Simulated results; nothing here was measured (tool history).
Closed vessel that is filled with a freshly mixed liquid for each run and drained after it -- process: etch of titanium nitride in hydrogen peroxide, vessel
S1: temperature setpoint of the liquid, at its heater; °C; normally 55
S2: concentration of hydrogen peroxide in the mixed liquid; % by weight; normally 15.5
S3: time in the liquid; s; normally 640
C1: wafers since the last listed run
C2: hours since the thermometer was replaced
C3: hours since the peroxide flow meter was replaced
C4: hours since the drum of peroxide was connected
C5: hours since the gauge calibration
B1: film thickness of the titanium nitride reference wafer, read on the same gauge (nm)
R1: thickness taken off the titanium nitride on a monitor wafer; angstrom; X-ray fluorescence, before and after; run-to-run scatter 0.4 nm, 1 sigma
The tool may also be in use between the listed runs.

{"run": 1, "day": 0.0, "S1": 55, "S2": 15.5, "S3": 640, "C1": 0, "C2": 539.6, "C3": 1447.8, "C4": 1140.3, "C5": 511.2, "B1": 109.97, "R1": 422.1}
{"run": 2, "day": 0.596, "S1": 55, "S2": 15.5, "S3": 640, "C1": 1346, "C2": 553.9, "C3": 1462.1, "C4": 1154.6, "C5": 525.5, "B1": 110.02, "R1": 408.5}
{"run": 3, "day": 2.088, "S1": 55, "S2": 15.5, "S3": 640, "C1": 3372, "C2": 589.7, "C3": 1497.9, "C4": 1190.4, "C5": 561.3, "B1": 110.01, "R1": 413.5}
{"run": 4, "day": 3.208, "S1": 55, "S2": 15.5, "S3": 465, "C1": 2533, "C2": 616.6, "C3": 1524.8, "C4": 1217.3, "C5": 588.2, "B1": 110.01, "R1": 298}
{"run": 5, "day": 3.846, "S1": 55, "S2": 15.5, "S3": 465, "C1": 1441, "C2": 631.9, "C3": 1540.1, "C4": 1232.6, "C5": 603.5, "B1": 109.98, "R1": 303.7}
{"run": 6, "day": 4.7, "S1": 55, "S2": 15.5, "S3": 875, "C1": 1930, "C2": 652.4, "C3": 1560.6, "C4": 1253.1, "C5": 624, "B1": 110.01, "R1": 549.8}
{"run": 7, "day": 5.971, "S1": 55, "S2": 15.5, "S3": 875, "C1": 2872, "C2": 682.9, "C3": 1591.1, "C4": 1283.6, "C5": 654.5, "B1": 110.02, "R1": 553.3}
{"run": 8, "day": 6.596, "S1": 48.5, "S2": 15.5, "S3": 465, "C1": 1412, "C2": 697.9, "C3": 1606.1, "C4": 1298.6, "C5": 669.5, "B1": 109.99, "R1": 186.7}
{"run": 9, "day": 7.271, "S1": 61, "S2": 18, "S3": 640, "C1": 1525, "C2": 714.1, "C3": 1622.3, "C4": 1314.8, "C5": 685.7, "B1": 110.01, "R1": 643.4}
{"day": 8.462, "done": "new drum of peroxide connected"}
{"day": 8.471, "done": "thermometer replaced"}
{"run": 10, "day": 8.704, "S1": 61, "S2": 18, "S3": 640, "C1": 3123, "C2": 5.6, "C3": 1656.7, "C4": 5.8, "C5": 720.1, "B1": 109.99, "R1": 698.4}
{"run": 11, "day": 9.383, "S1": 55, "S2": 15.5, "S3": 640, "C1": 1535, "C2": 21.9, "C3": 1673, "C4": 22.1, "C5": 736.4, "B1": 109.99, "R1": 445.9}
{"run": 12, "day": 10.079, "S1": 55, "S2": 19.5, "S3": 750, "C1": 1573, "C2": 38.6, "C3": 1689.7, "C4": 38.8, "C5": 753.1, "B1": 110.01, "R1": 556.9}
{"run": 13, "day": 10.762, "S1": 63, "S2": 14, "S3": 640, "C1": 1544, "C2": 55, "C3": 1706.1, "C4": 55.2, "C5": 769.5, "B1": 110, "R1": 764.1}
{"day": 11.321, "done": "peroxide flow meter replaced"}
{"run": 14, "day": 11.346, "S1": 64.5, "S2": 15.5, "S3": 640, "C1": 1224, "C2": 69, "C3": 0.6, "C4": 69.2, "C5": 783.5, "B1": 109.99, "R1": 848.9}
{"day": 11.608, "done": "gauge calibrated"}
{"run": 15, "day": 12.704, "S1": 59, "S2": 12, "S3": 640, "C1": 3070, "C2": 101.6, "C3": 33.2, "C4": 101.8, "C5": 26.3, "B1": 110.01, "R1": 562.3}
{"run": 16, "day": 13.879, "S1": 55, "S2": 15.5, "S3": 640, "C1": 2656, "C2": 129.8, "C3": 61.4, "C4": 130, "C5": 54.5, "B1": 110.01, "R1": 439.7}
{"run": 17, "day": 14.829, "S1": 52.5, "S2": 14, "S3": 930, "C1": 2147, "C2": 152.6, "C3": 84.2, "C4": 152.8, "C5": 77.3, "B1": 109.98, "R1": 530.8}
{"run": 18, "day": 15.729, "S1": 48, "S2": 12.5, "S3": 540, "C1": 2034, "C2": 174.2, "C3": 105.8, "C4": 174.4, "C5": 98.9, "B1": 110.02, "R1": 215.7}
{"run": 19, "day": 16.804, "S1": 55, "S2": 12, "S3": 640, "C1": 2430, "C2": 200, "C3": 131.6, "C4": 200.2, "C5": 124.7, "B1": 109.98, "R1": 413.5}
{"run": 20, "day": 17.875, "S1": 55, "S2": 15.5, "S3": 640, "C1": 2420, "C2": 225.7, "C3": 157.3, "C4": 225.9, "C5": 150.4, "B1": 110.02, "R1": 439.7}
{"run": 21, "day": 18.404, "S1": 55, "S2": 15.5, "S3": 875, "C1": 1196, "C2": 238.4, "C3": 170, "C4": 238.6, "C5": 163.1, "B1": 109.99, "R1": 605.7}
{"run": 22, "day": 19.808, "S1": 55, "S2": 15.5, "S3": 995, "C1": 3174, "C2": 272.1, "C3": 203.7, "C4": 272.3, "C5": 196.8, "B1": 110, "R1": 669.6}
{"run": 23, "day": 20.329, "S1": 55, "S2": 15.5, "S3": 640, "C1": 1177, "C2": 284.6, "C3": 216.2, "C4": 284.8, "C5": 209.3, "B1": 110, "R1": 428.6}
{"run": 24, "day": 20.854, "S1": 51, "S2": 19.5, "S3": 870, "C1": 1186, "C2": 297.2, "C3": 228.8, "C4": 297.4, "C5": 221.9, "B1": 109.99, "R1": 466}
{"run": 25, "day": 21.938, "S1": 55, "S2": 15.5, "S3": 640, "C1": 2448, "C2": 323.2, "C3": 254.8, "C4": 323.4, "C5": 247.9, "B1": 109.99, "R1": 430.6}
{"run": 26, "day": 22.788, "S1": 50, "S2": 19, "S3": 640, "C1": 1921, "C2": 343.6, "C3": 275.2, "C4": 343.8, "C5": 268.3, "B1": 109.99, "R1": 314.8}
{"run": 27, "day": 23.896, "S1": 55, "S2": 19, "S3": 1020, "C1": 2505, "C2": 370.2, "C3": 301.8, "C4": 370.4, "C5": 294.9, "B1": 110.01, "R1": 711.8}
{"run": 28, "day": 24.662, "S1": 55, "S2": 15.5, "S3": 640, "C1": 1733, "C2": 388.6, "C3": 320.2, "C4": 388.8, "C5": 313.3, "B1": 110, "R1": 433.9}
{"run": 29, "day": 26.108, "S1": 51, "S2": 12, "S3": 300, "C1": 3268, "C2": 423.3, "C3": 354.9, "C4": 423.5, "C5": 348, "B1": 109.98, "R1": 140.6}

Forecast each of these 4 alternatives for the next run:
{"run": "A", "day": 26.142, "S1": 58.5, "S2": 15.5, "S3": 640, "C1": 75, "C2": 424.1, "C3": 355.7, "C4": 424.3, "C5": 348.8, "B1": "?", "R1": "?"}
{"run": "B", "day": 26.142, "S1": 55, "S2": 14, "S3": 925, "C1": 75, "C2": 424.1, "C3": 355.7, "C4": 424.3, "C5": 348.8, "B1": "?", "R1": "?"}
{"run": "C", "day": 26.142, "S1": 49.5, "S2": 15.5, "S3": 460, "C1": 75, "C2": 424.1, "C3": 355.7, "C4": 424.3, "C5": 348.8, "B1": "?", "R1": "?"}
{"run": "D", "day": 26.142, "S1": 55, "S2": 15.5, "S3": 360, "C1": 75, "C2": 424.1, "C3": 355.7, "C4": 424.3, "C5": 348.8, "B1": "?", "R1": "?"}

run=A B1=109.99 R1=534
run=B B1=109.99 R1=591.9
run=C B1=109.99 R1=202.8
run=D B1=109.99 R1=235.4
With the hidden condition removed and each run's random variation left untouched, the same runs would have given:
run=A R1=567.7
run=B R1=630.1
run=C R1=216.4
run=D R1=250.5
